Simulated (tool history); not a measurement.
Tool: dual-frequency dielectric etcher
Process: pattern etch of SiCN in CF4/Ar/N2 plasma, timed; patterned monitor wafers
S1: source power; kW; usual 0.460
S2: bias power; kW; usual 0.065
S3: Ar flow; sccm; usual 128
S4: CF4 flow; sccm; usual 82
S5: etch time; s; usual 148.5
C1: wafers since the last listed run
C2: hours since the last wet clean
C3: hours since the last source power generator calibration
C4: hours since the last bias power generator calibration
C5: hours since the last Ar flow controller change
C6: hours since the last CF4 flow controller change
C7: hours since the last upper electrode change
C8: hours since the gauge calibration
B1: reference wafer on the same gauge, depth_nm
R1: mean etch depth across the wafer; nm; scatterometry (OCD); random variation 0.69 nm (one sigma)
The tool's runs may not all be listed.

| run | hour | S1 | S2 | S3 | S4 | S5 | C1 | C2 | C3 | C4 | C5 | C6 | C7 | C8 | B1 | R1 |
|---|---|---|---|---|---|---|---|---|---|---|---|---|---|---|---|---|
| 1 | 0.0 | 0.460 | 0.079 | 139 | 82 | 148.5 | 0 | 141.7 | 3538.5 | 1820.5 | 3849.6 | 122.1 | 3047.2 | 2508.9 | 110.1 | 118.2 |
| 2 | 42.0 | 0.460 | 0.065 | 128 | 82 | 148.5 | 202 | 183.7 | 3580.5 | 1862.5 | 3891.6 | 164.1 | 3089.2 | 2550.9 | 109.9 | 113.1 |
|  | 72.3 | source power generator calibrated |
| 3 | 79.0 | 0.550 | 0.065 | 148 | 82 | 187.5 | 159 | 220.7 | 6.7 | 1899.5 | 3928.6 | 201.1 | 3126.2 | 2587.9 | 109.8 | 154.6 |
|  | 125.1 | bias power generator calibrated |
| 4 | 150.2 | 0.460 | 0.065 | 128 | 82 | 148.5 | 324 | 291.9 | 77.9 | 25.1 | 3999.8 | 272.3 | 3197.4 | 2659.1 | 110.0 | 113.6 |
| 5 | 249.4 | 0.360 | 0.074 | 109 | 90 | 148.5 | 478 | 391.1 | 177.1 | 124.3 | 4099.0 | 371.5 | 3296.6 | 2758.3 | 110.0 | 108.5 |
| 6 | 349.2 | 0.460 | 0.065 | 106 | 82 | 148.5 | 481 | 490.9 | 276.9 | 224.1 | 4198.8 | 471.3 | 3396.4 | 2858.1 | 110.1 | 118.6 |
| 7 | 407.6 | 0.340 | 0.065 | 144 | 75 | 177.0 | 281 | 549.3 | 335.3 | 282.5 | 4257.2 | 529.7 | 3454.8 | 2916.5 | 110.0 | 108.8 |
| 8 | 500.7 | 0.350 | 0.065 | 140 | 82 | 148.5 | 449 | 642.4 | 428.4 | 375.6 | 4350.3 | 622.8 | 3547.9 | 3009.6 | 110.2 | 96.4 |
|  | 568.1 | Ar flow controller replaced |
| 9 | 588.1 | 0.460 | 0.065 | 128 | 82 | 176.0 | 393 | 729.8 | 515.8 | 463.0 | 20.0 | 710.2 | 3635.3 | 3097.0 | 110.1 | 136.6 |
|  | 647.8 | wet clean of the chamber |
|  | 664.2 | upper electrode replaced |
| 10 | 664.8 | 0.460 | 0.065 | 128 | 82 | 148.5 | 175 | 17.0 | 592.5 | 539.7 | 96.7 | 786.9 | 0.6 | 3173.7 | 110.0 | 113.7 |
| 11 | 707.0 | 0.460 | 0.065 | 128 | 66 | 148.5 | 203 | 59.2 | 634.7 | 581.9 | 138.9 | 829.1 | 42.8 | 3215.9 | 110.1 | 108.4 |
|  | 780.2 | gauge calibrated |
| 12 | 782.5 | 0.410 | 0.065 | 128 | 82 | 148.5 | 364 | 134.7 | 710.2 | 657.4 | 214.4 | 904.6 | 118.3 | 2.3 | 110.1 | 105.9 |
| 13 | 957.5 | 0.460 | 0.065 | 128 | 82 | 148.5 | 844 | 309.7 | 885.2 | 832.4 | 389.4 | 1079.6 | 293.3 | 177.3 | 110.0 | 114.3 |
| 14 | 1153.5 | 0.460 | 0.065 | 128 | 82 | 148.5 | 946 | 505.7 | 1081.2 | 1028.4 | 585.4 | 1275.6 | 489.3 | 373.3 | 109.8 | 113.0 |
| 15 | 1218.6 | 0.460 | 0.065 | 140 | 82 | 148.5 | 314 | 570.8 | 1146.3 | 1093.5 | 650.5 | 1340.7 | 554.4 | 438.4 | 110.4 | 113.6 |
| 16 | 1323.7 | 0.460 | 0.065 | 128 | 82 | 148.5 | 507 | 675.9 | 1251.4 | 1198.6 | 755.6 | 1445.8 | 659.5 | 543.5 | 110.1 | 115.5 |
| 17 | 1371.5 | 0.460 | 0.059 | 147 | 82 | 148.5 | 230 | 723.7 | 1299.2 | 1246.4 | 803.4 | 1493.6 | 707.3 | 591.3 | 110.0 | 106.8 |
|  | 1414.3 | wet clean of the chamber |
| 18 | 1415.2 | 0.340 | 0.065 | 144 | 75 | 177.0 | 95 | 0.9 | 1342.9 | 1290.1 | 847.1 | 1537.3 | 751.0 | 635.0 | 110.1 | 107.4 |
| 19 | 1520.2 | 0.500 | 0.065 | 137 | 77 | 104.5 | 506 | 105.9 | 1447.9 | 1395.1 | 952.1 | 1642.3 | 856.0 | 740.0 | 109.9 | 82.2 |
| 20 | 1571.5 | 0.340 | 0.065 | 128 | 101 | 148.5 | 247 | 157.2 | 1499.2 | 1446.4 | 1003.4 | 1693.6 | 907.3 | 791.3 | 109.9 | 98.4 |
| 21 | 1637.1 | 0.460 | 0.071 | 128 | 82 | 148.5 | 316 | 222.8 | 1564.8 | 1512.0 | 1069.0 | 1759.2 | 972.9 | 856.9 | 110.0 | 117.2 |

Forecast each of these 4 alternatives for the next run:
| A | 1637.6 | 0.460 | 0.065 | 128 | 82 | 148.5 | 2 | 223.3 | 1565.3 | 1512.5 | 1069.5 | 1759.7 | 973.4 | 857.4 | ? | ? |
| B | 1637.6 | 0.460 | 0.065 | 104 | 88 | 148.5 | 2 | 223.3 | 1565.3 | 1512.5 | 1069.5 | 1759.7 | 973.4 | 857.4 | ? | ? |
| C | 1637.6 | 0.460 | 0.051 | 99 | 82 | 148.5 | 2 | 223.3 | 1565.3 | 1512.5 | 1069.5 | 1759.7 | 973.4 | 857.4 | ? | ? |
| D | 1637.6 | 0.370 | 0.059 | 128 | 82 | 148.5 | 2 | 223.3 | 1565.3 | 1512.5 | 1069.5 | 1759.7 | 973.4 | 857.4 | ? | ? |

| run | B1 | R1 |
|---|---|---|
| A | 110.2 | 113.1 |
| B | 110.2 | 120.4 |
| C | 110.2 | 111.2 |
| D | 110.2 | 96.3 |
Without the tool's hidden state the same runs would have given:
| run | R1 |
|---|---|
| A | 111.8 |
| B | 118.9 |
| C | 109.8 |
| D | 95.1 |
